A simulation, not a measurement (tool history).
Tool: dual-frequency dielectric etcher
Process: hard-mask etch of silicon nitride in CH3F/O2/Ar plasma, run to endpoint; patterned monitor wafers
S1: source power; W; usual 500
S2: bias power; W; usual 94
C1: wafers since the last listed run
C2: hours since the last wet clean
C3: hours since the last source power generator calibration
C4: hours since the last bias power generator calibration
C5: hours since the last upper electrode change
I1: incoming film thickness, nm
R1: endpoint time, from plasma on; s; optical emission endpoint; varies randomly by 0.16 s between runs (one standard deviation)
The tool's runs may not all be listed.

run     day   S1   S2   C1     C2      C3      C4      C5     I1    R1
  1   0.000  500   94    0   25.5  3833.5  3475.9  1928.3  42.67  51.9
  2   0.354  500   94  138   34.0  3842.0  3484.4  1936.8  42.71  51.9
  3   0.696  500  106  133   42.2  3850.2  3492.6  1945.0  42.86  50.3
  4   1.075  500  106  148   51.3  3859.3  3501.7  1954.1  42.74  50.4
  5   1.796  500  106  281   68.6  3876.6  3519.0  1971.4  42.36  50.0
  6   2.075  500   94  109   75.3  3883.3  3525.7  1978.1  42.58  51.9
  7   2.392  500   94  123   82.9  3890.9  3533.3  1985.7  43.17  52.3
  8   2.671  500   94  109   89.6  3897.6  3540.0  1992.4  42.40  51.5
  9   2.962  500   94  113   96.6  3904.6  3547.0  1999.4  42.94  52.0
 10   3.362  560  100  156  106.2  3914.2  3556.6  2009.0  41.99  47.3
 11   5.483  560  100  828  157.1  3965.1  3607.5  2059.9  42.80  48.1
 12   6.000  560  100  201  169.5  3977.5  3619.9  2072.3  42.55  47.9
 13   6.733  430   94  286  187.1  3995.1  3637.5  2089.9  42.63  56.3
 14   7.138  430   94  157  196.8  4004.8  3647.2  2099.6  42.59  56.1
      8.696  -- upper electrode replaced
 15   8.717  430   94  226  234.7  4042.7  3685.1     0.5  42.89  56.3
 16   8.729  410   94    4  235.0  4043.0  3685.4     0.8  42.70  58.0
 17   8.750  500   94    8  235.5  4043.5  3685.9     1.3  42.34  50.8
      9.400  -- bias power generator calibrated
 18   9.438  500   84  203  252.0  4060.0     0.9    17.8  42.54  52.7
 19  10.142  500   94  275  268.9  4076.9    17.8    34.7  42.68  51.4
 20  10.612  390  101  183  280.2  4088.2    29.1    46.0  42.34  57.8
 21  10.950  410   86  131  288.3  4096.3    37.2    54.1  42.46  58.8
 22  13.083  570   87  833  339.5  4147.5    88.4   105.3  42.27  48.2
 23  13.375  430   94  113  346.5  4154.5    95.4   112.3  42.79  56.4
 24  14.025  400   76  253  362.1  4170.1   111.0   127.9  42.74  61.3
 25  14.750  600   83  283  379.5  4187.5   128.4   145.3  42.72  48.1
 26  15.150  500   79  156  389.1  4197.1   138.0   154.9  43.24  54.5
     15.746  -- source power generator calibrated
     16.558  -- wet clean of the chamber
 27  16.579  500   94  176    0.5    20.0   172.3   189.2  42.81  51.9
 28  16.592  430   74    4    0.8    20.3   172.6   189.5  43.13  60.8
 29  16.842  500   79   97    6.8    26.3   178.6   195.5  42.64  54.0
 30  17.458  500   94  240   21.6    41.1   193.4   210.3  42.77  52.1
 31  17.738  570   86  109   28.3    47.8   200.1   217.0  42.64  49.2
 32  18.329  440  118  231   42.5    62.0   214.3   231.2  42.85  52.7
 33  18.979  530  117  253   58.1    77.6   229.9   246.8  42.70  47.5
 34  19.246  620  108  104   64.5    84.0   236.3   253.2  42.70  44.7
 35  21.475  540   94  871  118.0   137.5   289.8   306.7  42.65  49.7

Here are 4 independent what-if runs from the current tool condition. What would each one return?
  A  21.492  500  110   6  118.4  137.9  290.2  307.1  43.06   ?
  B  21.492  460   94   6  118.4  137.9  290.2  307.1  43.06   ?
  C  21.492  550   79   6  118.4  137.9  290.2  307.1  43.06   ?
  D  21.492  440  103   6  118.4  137.9  290.2  307.1  43.06   ?

run    R1
  A  50.0
  B  54.5
  C  51.5
  D  54.7
With no hidden state in the tool, these same runs would have given:
run    R1
  A  50.3
  B  54.8
  C  51.7
  D  55.0
